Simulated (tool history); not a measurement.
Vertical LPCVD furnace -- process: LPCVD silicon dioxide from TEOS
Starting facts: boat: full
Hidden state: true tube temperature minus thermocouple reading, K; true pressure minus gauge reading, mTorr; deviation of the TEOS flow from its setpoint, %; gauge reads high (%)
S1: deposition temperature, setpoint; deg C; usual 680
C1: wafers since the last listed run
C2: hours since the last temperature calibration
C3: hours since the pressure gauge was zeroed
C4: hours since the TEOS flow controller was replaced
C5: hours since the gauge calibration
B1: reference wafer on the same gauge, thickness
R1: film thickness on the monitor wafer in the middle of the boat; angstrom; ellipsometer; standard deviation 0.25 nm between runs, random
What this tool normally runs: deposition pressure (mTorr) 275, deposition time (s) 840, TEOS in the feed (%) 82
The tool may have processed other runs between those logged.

run 1 day=0 | S1=680 deposition_pressure_(mTorr)=275 deposition_time_(s)=840 TEOS_in_the_feed_(%)=82 | C1=0 C2=1402.3 C3=1873.2 C4=2774.4 C5=1103 | B1=74.47 | R1=658.5
run 2 day=3.058 | S1=680 deposition_pressure_(mTorr)=275 deposition_time_(s)=840 TEOS_in_the_feed_(%)=82 | C1=719 C2=1475.7 C3=1946.6 C4=2847.8 C5=1176.4 | B1=74.34 | R1=654.8
run 3 day=5.779 | S1=680 deposition_pressure_(mTorr)=275 deposition_time_(s)=840 TEOS_in_the_feed_(%)=82 | C1=639 C2=1541 C3=2011.9 C4=2913.1 C5=1241.7 | B1=74.39 | R1=657.2
run 4 day=9.638 | S1=687 deposition_pressure_(mTorr)=275 deposition_time_(s)=840 TEOS_in_the_feed_(%)=93 | C1=907 C2=1633.6 C3=2104.5 C4=3005.7 C5=1334.3 | B1=74.38 | R1=832.9
run 5 day=11.821 | S1=680 deposition_pressure_(mTorr)=275 deposition_time_(s)=840 TEOS_in_the_feed_(%)=82 | C1=513 C2=1686 C3=2156.9 C4=3058.1 C5=1386.7 | B1=74.42 | R1=657.8
run 6 day=16.2 | S1=680 deposition_pressure_(mTorr)=275 deposition_time_(s)=840 TEOS_in_the_feed_(%)=82 | C1=1030 C2=1791.1 C3=2262 C4=3163.2 C5=1491.8 | B1=74.43 | R1=654.1
run 7 day=20.379 | S1=680 deposition_pressure_(mTorr)=275 deposition_time_(s)=840 TEOS_in_the_feed_(%)=82 | C1=983 C2=1891.4 C3=2362.3 C4=3263.5 C5=1592.1 | B1=74.41 | R1=656.3
run 8 day=22.921 | S1=680 deposition_pressure_(mTorr)=220 deposition_time_(s)=840 TEOS_in_the_feed_(%)=78 | C1=597 C2=1952.4 C3=2423.3 C4=3324.5 C5=1653.1 | B1=74.38 | R1=571.1
run 9 day=26.896 | S1=680 deposition_pressure_(mTorr)=220 deposition_time_(s)=840 TEOS_in_the_feed_(%)=78 | C1=935 C2=2047.8 C3=2518.7 C4=3419.9 C5=1748.5 | B1=74.45 | R1=568.6
run 10 day=30.338 | S1=680 deposition_pressure_(mTorr)=220 deposition_time_(s)=840 TEOS_in_the_feed_(%)=78 | C1=809 C2=2130.4 C3=2601.3 C4=3502.5 C5=1831.1 | B1=74.42 | R1=566
run 11 day=32.921 | S1=680 deposition_pressure_(mTorr)=275 deposition_time_(s)=840 TEOS_in_the_feed_(%)=82 | C1=607 C2=2192.4 C3=2663.3 C4=3564.5 C5=1893.1 | B1=74.4 | R1=652.7
run 12 day=34.958 | S1=680 deposition_pressure_(mTorr)=230 deposition_time_(s)=840 TEOS_in_the_feed_(%)=90 | C1=479 C2=2241.3 C3=2712.2 C4=3613.4 C5=1942 | B1=74.43 | R1=622.4
-- day=36.321 thermocouples replaced and temperature profile calibrated
run 13 day=39.192 | S1=680 deposition_pressure_(mTorr)=230 deposition_time_(s)=840 TEOS_in_the_feed_(%)=90 | C1=760 C2=68.9 C3=2813.8 C4=3715 C5=2043.6 | B1=74.39 | R1=596.4
run 14 day=40.971 | S1=680 deposition_pressure_(mTorr)=275 deposition_time_(s)=840 TEOS_in_the_feed_(%)=82 | C1=418 C2=111.6 C3=2856.5 C4=3757.7 C5=2086.3 | B1=74.33 | R1=630.5
run 15 day=45.208 | S1=674 deposition_pressure_(mTorr)=205 deposition_time_(s)=1170 TEOS_in_the_feed_(%)=82 | C1=996 C2=213.3 C3=2958.2 C4=3859.4 C5=2188 | B1=74.49 | R1=657.2
run 16 day=46.8 | S1=675 deposition_pressure_(mTorr)=275 deposition_time_(s)=510 TEOS_in_the_feed_(%)=82 | C1=374 C2=251.5 C3=2996.4 C4=3897.6 C5=2226.2 | B1=74.38 | R1=339.6
run 17 day=50.571 | S1=680 deposition_pressure_(mTorr)=275 deposition_time_(s)=840 TEOS_in_the_feed_(%)=82 | C1=886 C2=342 C3=3086.9 C4=3988.1 C5=2316.7 | B1=74.38 | R1=634.6
run 18 day=57.662 | S1=675 deposition_pressure_(mTorr)=210 deposition_time_(s)=1020 TEOS_in_the_feed_(%)=82 | C1=1668 C2=512.2 C3=3257.1 C4=4158.3 C5=2486.9 | B1=74.32 | R1=590
run 19 day=59.621 | S1=680 deposition_pressure_(mTorr)=275 deposition_time_(s)=840 TEOS_in_the_feed_(%)=82 | C1=460 C2=559.2 C3=3304.1 C4=4205.3 C5=2533.9 | B1=74.33 | R1=634.5

Predict the results of run 20:
-- day=60.758 gauge calibrated
run 20 day=63.721 | S1=680 deposition_pressure_(mTorr)=275 deposition_time_(s)=840 TEOS_in_the_feed_(%)=94 | C1=964 C2=657.6 C3=3402.5 C4=4303.7 C5=71.1 | B1=? | R1=?

B1: 74.4
R1: 679.5 angstrom
If the tool had no hidden condition, the same run with the same run-to-run variation would have returned R1 675.3 angstrom.

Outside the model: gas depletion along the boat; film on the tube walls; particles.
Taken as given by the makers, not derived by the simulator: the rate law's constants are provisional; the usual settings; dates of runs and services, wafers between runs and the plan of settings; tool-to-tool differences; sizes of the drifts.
